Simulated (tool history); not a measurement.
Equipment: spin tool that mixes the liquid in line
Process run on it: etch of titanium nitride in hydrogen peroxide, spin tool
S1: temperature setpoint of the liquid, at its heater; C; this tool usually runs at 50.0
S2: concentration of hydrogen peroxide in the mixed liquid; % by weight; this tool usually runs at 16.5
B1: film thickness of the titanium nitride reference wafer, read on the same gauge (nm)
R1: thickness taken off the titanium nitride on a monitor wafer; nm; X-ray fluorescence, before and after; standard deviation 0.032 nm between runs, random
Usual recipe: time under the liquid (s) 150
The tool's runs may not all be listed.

run 1 hour=0.0 | S1=50.0 S2=16.5 time_under_the_liquid_(s)=150 | B1=70.009 | R1=4.540
run 2 hour=150.3 | S1=50.0 S2=16.5 time_under_the_liquid_(s)=150 | B1=69.992 | R1=4.613
run 3 hour=209.9 | S1=50.0 S2=16.5 time_under_the_liquid_(s)=150 | B1=69.995 | R1=4.569
run 4 hour=273.4 | S1=50.0 S2=16.5 time_under_the_liquid_(s)=150 | B1=70.012 | R1=4.658
run 5 hour=332.1 | S1=50.0 S2=16.5 time_under_the_liquid_(s)=150 | B1=70.001 | R1=4.655
-- hour=352.4 peroxide flow meter replaced
run 6 hour=402.7 | S1=50.0 S2=16.5 time_under_the_liquid_(s)=150 | B1=69.972 | R1=4.675
-- hour=436.7 gauge calibrated
run 7 hour=440.0 | S1=50.0 S2=16.5 time_under_the_liquid_(s)=150 | B1=69.994 | R1=4.709
-- hour=472.1 new drum of peroxide connected
run 8 hour=503.1 | S1=50.0 S2=16.5 time_under_the_liquid_(s)=150 | B1=70.001 | R1=4.746
run 9 hour=543.6 | S1=45.5 S2=16.5 time_under_the_liquid_(s)=90 | B1=70.027 | R1=2.070
run 10 hour=568.1 | S1=45.5 S2=16.5 time_under_the_liquid_(s)=90 | B1=69.958 | R1=2.053
run 11 hour=594.8 | S1=45.5 S2=16.5 time_under_the_liquid_(s)=90 | B1=70.044 | R1=2.085
run 12 hour=635.5 | S1=50.0 S2=16.5 time_under_the_liquid_(s)=150 | B1=70.049 | R1=4.782
run 13 hour=676.0 | S1=54.0 S2=20.0 time_under_the_liquid_(s)=95 | B1=70.009 | R1=4.198
run 14 hour=722.6 | S1=44.0 S2=12.5 time_under_the_liquid_(s)=150 | B1=69.992 | R1=2.922
run 15 hour=792.6 | S1=45.5 S2=16.5 time_under_the_liquid_(s)=90 | B1=69.971 | R1=2.089
run 16 hour=837.2 | S1=42.5 S2=14.5 time_under_the_liquid_(s)=120 | B1=70.020 | R1=2.168
run 17 hour=904.2 | S1=50.0 S2=12.5 time_under_the_liquid_(s)=150 | B1=70.003 | R1=4.587
run 18 hour=936.0 | S1=50.0 S2=20.5 time_under_the_liquid_(s)=150 | B1=69.979 | R1=5.076
-- hour=958.6 peroxide flow meter replaced
run 19 hour=986.2 | S1=50.0 S2=16.5 time_under_the_liquid_(s)=150 | B1=70.025 | R1=4.911
-- hour=994.8 thermometer replaced
run 20 hour=1028.7 | S1=40.5 S2=16.5 time_under_the_liquid_(s)=175 | B1=69.972 | R1=2.607
-- hour=1060.1 heated supply line repaired
run 21 hour=1113.0 | S1=50.0 S2=16.5 time_under_the_liquid_(s)=195 | B1=70.012 | R1=5.979
run 22 hour=1183.2 | S1=41.5 S2=16.5 time_under_the_liquid_(s)=150 | B1=70.002 | R1=2.424
run 23 hour=1209.0 | S1=42.0 S2=12.0 time_under_the_liquid_(s)=150 | B1=70.032 | R1=2.381
run 24 hour=1259.4 | S1=50.0 S2=16.5 time_under_the_liquid_(s)=150 | B1=70.003 | R1=4.589
run 25 hour=1326.2 | S1=46.5 S2=13.5 time_under_the_liquid_(s)=225 | B1=69.983 | R1=5.222
run 26 hour=1352.4 | S1=50.0 S2=16.5 time_under_the_liquid_(s)=150 | B1=69.969 | R1=4.637

Had the tool no unlogged condition, and each run kept its random variation, what would the results have been?
Hidden state present: liquid hotter than its thermometer reads (K); peroxide flow above the setpoint (%); temperature lost on the way to the wafer (K); peroxide weaker than its label (%); gauge reads high (%).
run=1 R1=4.459
run=2 R1=4.472
run=3 R1=4.407
run=4 R1=4.471
run=5 R1=4.445
run=6 R1=4.435
run=7 R1=4.455
run=8 R1=4.468
run=9 R1=1.938
run=10 R1=1.918
run=11 R1=1.944
run=12 R1=4.449
run=13 R1=3.899
run=14 R1=2.692
run=15 R1=1.914
run=16 R1=1.976
run=17 R1=4.175
run=18 R1=4.606
run=19 R1=4.438
run=20 R1=2.558
run=21 R1=5.834
run=22 R1=2.346
run=23 R1=2.299
run=24 R1=4.420
run=25 R1=5.000
run=26 R1=4.431
